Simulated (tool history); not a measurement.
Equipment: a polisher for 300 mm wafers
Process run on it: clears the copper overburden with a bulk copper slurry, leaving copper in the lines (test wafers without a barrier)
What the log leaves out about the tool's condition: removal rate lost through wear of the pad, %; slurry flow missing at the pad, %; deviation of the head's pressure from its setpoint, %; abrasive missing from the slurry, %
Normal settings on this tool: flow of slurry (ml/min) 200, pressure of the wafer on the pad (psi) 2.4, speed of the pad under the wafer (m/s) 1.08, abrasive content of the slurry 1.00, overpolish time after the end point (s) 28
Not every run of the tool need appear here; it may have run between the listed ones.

run	hour	flow of slurry (ml/min)	pressure of the wafer on the pad (psi)	speed of the pad under the wafer (m/s)	abrasive content of the slurry	overpolish time after the end point (s)	wafers since the last listed run	wafers polished on this pad	hours since the slurry nozzle was cleaned	hours since the head pressure was calibrated	hours since the slurry blender was calibrated	incoming thickness of the incoming film, nm	time until the end point was called (s)	dishing of a wide line in a test structure (Å)
1	0.0	200	2.4	1.08	1.00	38	0	377	40.6	874.5	171.7	749.6	91.8	678
2	31.4	200	2.4	1.08	1.00	38	229	607	72.0	905.9	203.1	750.2	92.3	679
# hour 38.5: head pressure recalibrated
3	81.8	200	2.4	1.08	1.00	28	354	961	122.4	43.3	253.5	733.1	91.0	638
4	150.9	200	2.4	1.08	1.00	28	505	1466	191.5	112.4	322.6	741.7	91.3	629
# hour 182.3: slurry nozzle cleaned
# hour 182.4: worn pad replaced by a new one
5	214.4	165	2.4	1.08	1.00	28	456	234	32.1	175.9	386.1	742.6	92.6	628
6	252.9	165	2.4	1.08	1.00	28	281	515	70.6	214.4	424.6	752.1	96.1	638
7	297.9	165	2.4	1.08	1.00	28	329	845	115.6	259.4	469.6	751.0	95.9	633
8	350.4	200	2.4	1.08	1.00	28	384	1229	168.1	311.9	522.1	747.7	94.1	617
# hour 381.9: slurry blender recalibrated
# hour 394.0: worn pad replaced by a new one
9	398.6	200	2.0	1.08	1.00	24	308	33	216.3	360.1	16.7	751.3	108.6	566
# hour 425.9: slurry nozzle cleaned
10	458.2	200	2.0	1.08	1.00	24	428	462	32.3	419.7	76.3	758.8	107.7	572
11	503.0	200	2.7	1.08	1.00	28	327	790	77.1	464.5	121.1	743.2	77.8	670
12	549.3	200	2.8	1.08	1.00	28	338	1128	123.4	510.8	167.4	742.6	77.9	678
13	578.7	200	2.4	1.08	1.00	28	215	1344	152.8	540.2	196.8	741.6	91.3	638
14	610.2	200	2.4	1.08	1.15	17	230	1574	184.3	571.7	228.3	737.7	90.5	538
# hour 663.4: worn pad replaced by a new one
# hour 664.4: slurry nozzle cleaned
15	670.3	200	2.4	1.32	1.00	28	403	43	5.9	631.8	288.4	731.3	73.5	654
16	712.2	200	2.4	1.08	1.00	28	306	350	47.8	673.7	330.3	756.2	93.8	639
17	766.9	200	2.4	1.08	0.80	20	400	750	102.5	728.4	385.0	732.8	93.9	572
18	813.5	200	2.4	0.84	1.00	28	341	1091	149.1	775.0	431.6	734.4	117.0	591
19	838.9	200	2.4	1.08	1.00	28	185	1277	174.5	800.4	457.0	749.7	93.5	635
# hour 864.6: worn pad replaced by a new one
# hour 876.0: head pressure recalibrated
# hour 887.9: slurry blender recalibrated
20	888.4	260	2.4	1.08	1.00	28	303	144	224.0	12.4	0.5	737.2	85.7	653
# hour 928.8: slurry nozzle cleaned
21	948.0	165	2.9	1.08	1.00	28	428	573	19.2	72.0	60.1	748.6	76.3	688
22	975.9	200	3.1	1.08	1.00	24	204	777	47.1	99.9	88.0	742.2	69.5	675
23	1042.1	200	1.9	1.08	1.00	28	484	1262	113.3	166.1	154.2	739.5	114.5	582
24	1111.9	200	2.4	1.08	1.00	28	510	1773	183.1	235.9	224.0	745.9	93.5	640
# hour 1135.1: worn pad replaced by a new one
25	1176.8	265	2.1	0.88	1.00	32	445	305	248.0	300.8	288.9	750.9	125.2	608

Each row is a separate what-if for the run after 25, all from the same tool condition, not one after another. Results?
A	1177.3	200	2.4	1.08	1.00	28	3	309	248.5	301.3	289.4	739.2	?	?
B	1177.3	250	2.4	1.08	0.70	37	3	309	248.5	301.3	289.4	739.2	?	?
C	1177.3	245	1.8	0.90	1.00	16	3	309	248.5	301.3	289.4	739.2	?	?
D	1177.3	200	3.0	1.08	1.00	28	3	309	248.5	301.3	289.4	739.2	?	?
E	1177.3	200	1.8	1.08	1.00	37	3	309	248.5	301.3	289.4	739.2	?	?

run	time until the end point was called (s)	dishing of a wide line in a test structure (Å)
A	90.8	634
B	92.6	666
C	142.5	398
D	72.6	683
E	121.0	607
Take away the tool's hidden state, keep each run's random variation, and the runs would have read:
run	time until the end point was called (s)	dishing of a wide line in a test structure (Å)
A	86.7	641
B	88.6	670
C	136.2	409
D	69.4	688
E	115.6	613
